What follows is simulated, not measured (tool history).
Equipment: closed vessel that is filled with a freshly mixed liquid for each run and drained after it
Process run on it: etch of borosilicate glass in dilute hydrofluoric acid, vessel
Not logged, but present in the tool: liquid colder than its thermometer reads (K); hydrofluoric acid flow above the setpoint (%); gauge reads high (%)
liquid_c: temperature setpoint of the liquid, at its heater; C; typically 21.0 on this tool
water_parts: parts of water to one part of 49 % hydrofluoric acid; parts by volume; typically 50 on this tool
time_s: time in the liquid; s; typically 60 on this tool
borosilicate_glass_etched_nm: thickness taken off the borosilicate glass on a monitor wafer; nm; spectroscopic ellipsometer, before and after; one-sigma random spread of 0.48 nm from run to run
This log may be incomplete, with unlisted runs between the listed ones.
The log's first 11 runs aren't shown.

run,hour,liquid_c,water_parts,time_s,wafers since the last listed run,hours since the thermometer was replaced,hours since the hydrofluoric acid flow meter was replaced,hours since the gauge calibration,"read-back film thickness of the borosilicate glass reference wafer, read on the same gauge (nm)",borosilicate_glass_etched_nm
12,820.7,21.0,50,45,14865,732.0,527.0,292.9,39.98,38.77
# hour 841.1: thermometer replaced
13,854.1,22.5,50,60,4467,13.0,560.4,326.3,39.98,54.43
# hour 891.1: hydrofluoric acid flow meter replaced
14,903.1,17.0,30,30,6618,62.0,12.0,375.3,40.00,37.12
15,957.4,21.0,35,35,7487,116.3,66.3,429.6,40.00,43.90
16,1012.5,21.0,30,35,7598,171.4,121.4,484.7,40.01,51.95
17,1044.5,24.5,65,95,4412,203.4,153.4,516.7,39.98,71.03
18,1252.7,21.0,40,60,28709,411.6,361.6,724.9,39.99,65.24
19,1462.9,21.0,75,85,28985,621.8,571.8,935.1,40.01,46.94
20,1489.3,21.0,55,35,3640,648.2,598.2,961.5,40.01,26.95
# hour 1539.3: hydrofluoric acid flow meter replaced
21,1547.4,21.0,50,90,7873,706.3,8.1,1019.6,40.01,77.04
# hour 1577.6: thermometer replaced
22,1603.0,21.0,50,60,7529,25.4,63.7,1075.2,39.99,52.20
23,1674.5,17.0,25,80,9859,96.9,135.2,1146.7,40.00,121.08
24,1701.9,21.0,35,60,3778,124.3,162.6,1174.1,40.00,74.51
25,1754.9,21.0,55,35,7308,177.3,215.6,1227.1,40.01,27.78
26,1970.8,24.5,50,60,29771,393.2,431.5,1443.0,39.98,60.42
27,2006.4,21.0,50,60,4909,428.8,467.1,1478.6,39.99,50.88
28,2040.8,21.0,50,60,4743,463.2,501.5,1513.0,39.99,51.65
29,2112.0,23.0,70,85,9818,534.4,572.7,1584.2,39.98,54.77
# hour 2125.7: hydrofluoric acid flow meter replaced
30,2171.3,21.0,35,60,8039,593.7,45.6,1643.5,39.99,74.77
31,2195.9,23.0,50,60,3392,618.3,70.2,1668.1,40.00,56.43
32,2242.0,25.0,25,35,6356,664.4,116.3,1714.2,40.02,72.77

Here are 5 independent what-if runs from the current tool condition. What would each one return?
A,2242.7,23.5,50,60,96,665.1,117.0,1714.9,?,?
B,2242.7,18.5,35,60,96,665.1,117.0,1714.9,?,?
C,2242.7,17.0,50,45,96,665.1,117.0,1714.9,?,?
D,2242.7,24.5,70,60,96,665.1,117.0,1714.9,?,?
E,2242.7,24.5,40,75,96,665.1,117.0,1714.9,?,?

run,"read-back film thickness of the borosilicate glass reference wafer, read on the same gauge (nm)",borosilicate_glass_etched_nm
A,39.99,56.53
B,39.99,66.57
C,39.99,32.19
D,39.99,40.98
E,39.99,93.29
With no hidden state in the tool, these same runs would have given:
run,borosilicate_glass_etched_nm
A,56.53
B,66.57
C,32.19
D,40.98
E,93.29
